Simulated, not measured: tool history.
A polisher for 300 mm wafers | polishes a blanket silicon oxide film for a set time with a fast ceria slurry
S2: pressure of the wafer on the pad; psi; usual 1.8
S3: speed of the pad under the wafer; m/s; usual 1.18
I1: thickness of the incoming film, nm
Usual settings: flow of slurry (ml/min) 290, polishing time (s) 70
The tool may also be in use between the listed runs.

Run 1, hour 0.0: usual settings but flow of slurry (ml/min) 355; I1 3803.3. Result: film removed (nm) 924.0.
Run 2, hour 16.9: usual settings but flow of slurry (ml/min) 355; I1 3755.2. Result: film removed (nm) 908.5.
Run 3, hour 34.3: usual settings; I1 3831.4. Result: film removed (nm) 890.6.
Run 4, hour 67.5: usual settings; I1 3785.5. Result: film removed (nm) 829.7.
At hour 72.3: worn pad replaced by a new one.
Run 5, hour 88.5: usual settings but S2 2.1 psi; I1 3826.4. Result: film removed (nm) 1107.7.
Run 6, hour 106.4: usual settings but S2 2.1 psi; I1 3810.6. Result: film removed (nm) 1098.8.
Run 7, hour 123.9: usual settings but S2 2.1 psi; I1 3817.9. Result: film removed (nm) 1080.2.
Run 8, hour 156.2: usual settings; I1 3700.1. Result: film removed (nm) 903.2.
Run 9, hour 181.1: usual settings but S2 2.1 psi, polishing time (s) 88; I1 3685.9. Result: film removed (nm) 1271.3.
At hour 189.8: worn pad replaced by a new one.
Run 10, hour 207.3: usual settings but S2 2.1 psi, polishing time (s) 88; I1 3759.6. Result: film removed (nm) 1390.8.
At hour 212.1: head pressure recalibrated.
Run 11, hour 225.9: usual settings but S3 0.92 m/s; I1 3765.9. Result: film removed (nm) 723.7.
At hour 247.4: slurry nozzle cleaned.
Run 12, hour 258.4: usual settings but flow of slurry (ml/min) 215; I1 3774.6. Result: film removed (nm) 889.5.
Run 13, hour 272.9: usual settings but polishing time (s) 78; I1 3799.8. Result: film removed (nm) 992.8.
Run 14, hour 304.1: usual settings; I1 3737.2. Result: film removed (nm) 854.1.
At hour 315.7: worn pad replaced by a new one.
Run 15, hour 332.0: usual settings; I1 3773.1. Result: film removed (nm) 936.5.
Run 16, hour 361.3: usual settings but polishing time (s) 52; I1 3711.2. Result: film removed (nm) 684.0.
Run 17, hour 389.1: usual settings; I1 3772.9. Result: film removed (nm) 898.3.
Run 18, hour 406.7: usual settings but S3 1.36 m/s; I1 3773.1. Result: film removed (nm) 1014.5.
Run 19, hour 428.4: usual settings but flow of slurry (ml/min) 200, S3 1.56 m/s, polishing time (s) 76; I1 3759.4. Result: film removed (nm) 1201.8.
At hour 449.9: worn pad replaced by a new one.
Run 20, hour 450.5: usual settings but S3 0.76 m/s; I1 3729.0. Result: film removed (nm) 605.3.
Run 21, hour 466.8: usual settings but S3 1.58 m/s; I1 3761.9. Result: film removed (nm) 1251.4.
Run 22, hour 481.8: usual settings but S3 1.02 m/s, polishing time (s) 49; I1 3729.2. Result: film removed (nm) 563.5.
Run 23, hour 515.3: usual settings but S3 1.04 m/s, polishing time (s) 51; I1 3790.4. Result: film removed (nm) 592.4.
Run 24, hour 542.5: usual settings but flow of slurry (ml/min) 380, S2 1.5 psi; I1 3794.5. Result: film removed (nm) 756.7.
At hour 557.4: worn pad replaced by a new one.
Run 25, hour 557.9: usual settings but S2 2.3 psi, polishing time (s) 78; I1 3752.8. Result: film removed (nm) 1338.9.
Run 26, hour 583.7: usual settings but flow of slurry (ml/min) 340, S2 1.2 psi, S3 1.44 m/s; I1 3749.3. Result: film removed (nm) 767.7.

5 ways to go on from here, each from the tool as it stands after run 26. What would each give?
Run A, hour 584.1: usual settings but S2 1.5 psi; I1 3774.1. Result: film removed (nm) ?.
Run B, hour 584.1: usual settings but flow of slurry (ml/min) 210, S2 2.1 psi, S3 0.88 m/s, polishing time (s) 49; I1 3774.1. Result: film removed (nm) ?.
Run C, hour 584.1: usual settings but flow of slurry (ml/min) 340, polishing time (s) 59; I1 3774.1. Result: film removed (nm) ?.
Run D, hour 584.1: usual settings but S2 2.3 psi, S3 1.06 m/s, polishing time (s) 48; I1 3774.1. Result: film removed (nm) ?.
Run E, hour 584.1: usual settings but flow of slurry (ml/min) 350, polishing time (s) 91; I1 3774.1. Result: film removed (nm) ?.

run  film removed (nm)
  A              782.3
  B              561.5
  C              798.1
  D              738.9
  E             1232.9
Without the tool's hidden state the same runs would have given:
run  film removed (nm)
  A              787.4
  B              565.1
  C              803.3
  D              743.7
  E             1240.9
